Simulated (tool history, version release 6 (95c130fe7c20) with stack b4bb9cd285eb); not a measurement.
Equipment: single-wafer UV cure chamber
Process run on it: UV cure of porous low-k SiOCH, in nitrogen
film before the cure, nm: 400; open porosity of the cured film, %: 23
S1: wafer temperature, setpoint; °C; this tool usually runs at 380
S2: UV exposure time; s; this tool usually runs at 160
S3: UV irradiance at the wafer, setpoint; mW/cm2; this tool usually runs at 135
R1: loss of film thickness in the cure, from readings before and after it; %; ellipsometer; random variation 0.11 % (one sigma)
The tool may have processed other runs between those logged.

run	hour	S1	S2	S3	R1
1	0	380	160	135	11.357
2	14	380	160	135	11.095
3	35.3	392	160	105	10.342
4	62.4	380	95	135	8.678
5	78.2	380	95	135	8.7
# hour 103: quartz window cleaned
6	106	380	95	135	9.429
7	127.2	380	160	135	11.818
8	159.9	380	160	135	11.731
9	181.6	391	160	105	10.568
10	214.6	391	160	105	10.65
11	290.7	380	160	135	11.81
12	322.4	380	230	135	13.42
13	353	380	230	135	13.354
14	378.5	380	160	135	11.35
15	409.7	380	225	101	11.316
# hour 433.8: quartz window cleaned
16	503.4	380	200	135	12.56
# hour 513.5: UV bulbs replaced
17	528.1	399	85	135	9.014

Run 18 is up next; what results do you expect?
18	557.4	380	160	135	?

{"run 18": {"R1": 11.829}}
Had the tool carried no hidden state, the very same run would have given R1 11.978 %.
